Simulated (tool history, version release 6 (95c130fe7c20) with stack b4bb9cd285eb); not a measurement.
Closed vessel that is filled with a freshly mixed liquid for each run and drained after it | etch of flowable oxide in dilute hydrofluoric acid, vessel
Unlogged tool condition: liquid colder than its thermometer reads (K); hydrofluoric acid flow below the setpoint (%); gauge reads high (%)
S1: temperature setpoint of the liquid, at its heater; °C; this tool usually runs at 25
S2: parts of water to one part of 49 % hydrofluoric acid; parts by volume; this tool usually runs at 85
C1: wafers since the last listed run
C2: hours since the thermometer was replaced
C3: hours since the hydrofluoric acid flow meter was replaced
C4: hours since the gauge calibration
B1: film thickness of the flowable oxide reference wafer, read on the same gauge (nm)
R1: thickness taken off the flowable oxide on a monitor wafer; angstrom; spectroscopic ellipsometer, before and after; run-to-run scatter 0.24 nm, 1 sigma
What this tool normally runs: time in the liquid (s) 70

Run 1, hour 0: usual settings but time in the liquid (s) 40; C1 0; C2 944; C3 219.3; C4 44.2; B1 89.96. Result: R1 170.3 angstrom.
Run 2, hour 108.5: usual settings but time in the liquid (s) 40; C1 7207; C2 1052.5; C3 327.8; C4 152.7; B1 90.01. Result: R1 170 angstrom.
Run 3, hour 162.6: usual settings; C1 3593; C2 1106.6; C3 381.9; C4 206.8; B1 89.94. Result: R1 296.1 angstrom.
Run 4, hour 232.2: usual settings; C1 4623; C2 1176.2; C3 451.5; C4 276.4; B1 90.02. Result: R1 295.5 angstrom.
Run 5, hour 270.2: usual settings; C1 2524; C2 1214.2; C3 489.5; C4 314.4; B1 90.03. Result: R1 296.8 angstrom.
Run 6, hour 424.4: usual settings; C1 10243; C2 1368.4; C3 643.7; C4 468.6; B1 89.98. Result: R1 298.2 angstrom.
Run 7, hour 450.2: usual settings; C1 1713; C2 1394.2; C3 669.5; C4 494.4; B1 89.94. Result: R1 293.6 angstrom.
Run 8, hour 508: usual settings but S1 22 °C; C1 3839; C2 1452; C3 727.3; C4 552.2; B1 90. Result: R1 263.7 angstrom.
At hour 546.8: hydrofluoric acid flow meter replaced.
Run 9, hour 555.1: usual settings but S1 22 °C; C1 3062; C2 1499.1; C3 8.3; C4 599.3; B1 89.97. Result: R1 258.2 angstrom.
At hour 557.3: thermometer replaced.
Run 10, hour 593.9: usual settings; C1 2511; C2 36.6; C3 47.1; C4 638.1; B1 89.99. Result: R1 310.5 angstrom.
Run 11, hour 653.4: usual settings; C1 3952; C2 96.1; C3 106.6; C4 697.6; B1 90.01. Result: R1 314.2 angstrom.
Run 12, hour 717.2: usual settings; C1 4238; C2 159.9; C3 170.4; C4 761.4; B1 89.98. Result: R1 311.4 angstrom.
Run 13, hour 765.5: usual settings; C1 3208; C2 208.2; C3 218.7; C4 809.7; B1 90. Result: R1 309.8 angstrom.
Run 14, hour 944.9: usual settings; C1 11917; C2 387.6; C3 398.1; C4 989.1; B1 90.03. Result: R1 306.2 angstrom.
Run 15, hour 987.5: usual settings but S2 45 parts by volume, time in the liquid (s) 80; C1 2829; C2 430.2; C3 440.7; C4 1031.7; B1 90.01. Result: R1 710.1 angstrom.
Run 16, hour 1021.7: usual settings but S1 27.5 °C; C1 2271; C2 464.4; C3 474.9; C4 1065.9; B1 90.05. Result: R1 341.6 angstrom.
Run 17, hour 1083.1: usual settings but S2 95 parts by volume, time in the liquid (s) 95; C1 4078; C2 525.8; C3 536.3; C4 1127.3; B1 89.97. Result: R1 367.3 angstrom.
Run 18, hour 1143.8: usual settings but S1 29.5 °C, S2 65 parts by volume; C1 4032; C2 586.5; C3 597; C4 1188; B1 89.97. Result: R1 489 angstrom.
Run 19, hour 1200.5: usual settings; C1 3766; C2 643.2; C3 653.7; C4 1244.7; B1 90.01. Result: R1 304.7 angstrom.
At hour 1221.6: gauge calibrated.
At hour 1229.1: hydrofluoric acid flow meter replaced.
Run 20, hour 1229.8: usual settings but S2 55 parts by volume, time in the liquid (s) 100; C1 1879; C2 672.5; C3 0.7; C4 8.2; B1 90.01. Result: R1 703 angstrom.
Run 21, hour 1298.9: usual settings but S1 23.5 °C, S2 120 parts by volume, time in the liquid (s) 110; C1 4590; C2 741.6; C3 69.8; C4 77.3; B1 90.01. Result: R1 307.3 angstrom.
Run 22, hour 1364.5: usual settings; C1 4357; C2 807.2; C3 135.4; C4 142.9; B1 89.98. Result: R1 302.4 angstrom.
Run 23, hour 1416.3: usual settings but S2 110 parts by volume, time in the liquid (s) 35; C1 3441; C2 859; C3 187.2; C4 194.7; B1 89.99. Result: R1 112.8 angstrom.
Run 24, hour 1451.7: usual settings but S2 125 parts by volume; C1 2351; C2 894.4; C3 222.6; C4 230.1; B1 89.97. Result: R1 198.9 angstrom.
Run 25, hour 1506.2: usual settings but S1 29 °C, time in the liquid (s) 50; C1 3620; C2 948.9; C3 277.1; C4 284.6; B1 90.03. Result: R1 252 angstrom.
Run 26, hour 1548.1: usual settings but S2 65 parts by volume, time in the liquid (s) 95; C1 2783; C2 990.8; C3 319; C4 326.5; B1 90.03. Result: R1 548.9 angstrom.
Run 27, hour 1573.6: usual settings but S2 120 parts by volume; C1 1693; C2 1016.3; C3 344.5; C4 352; B1 89.99. Result: R1 202.1 angstrom.
Run 28, hour 1601: usual settings; C1 1820; C2 1043.7; C3 371.9; C4 379.4; B1 89.96. Result: R1 298.5 angstrom.

State the hidden condition of the tool at each of the runs:
hydrofluoric acid flow below the setpoint (%): 0 at every run
gauge reads high (%): 0 at every run
H1: liquid colder than its thermometer reads (K)
run      H1
  1    1.08
  2    1.19
  3    1.25
  4    1.32
  5    1.36
  6    1.52
  7    1.55
  8    1.61
  9    1.65
 10  0.0779
 11   0.139
 12   0.205
 13   0.255
 14    0.44
 15   0.483
 16   0.519
 17   0.582
 18   0.644
 19   0.703
 20   0.733
 21   0.804
 22   0.872
 23   0.925
 24   0.962
 25    1.02
 26    1.06
 27    1.09
 28    1.12
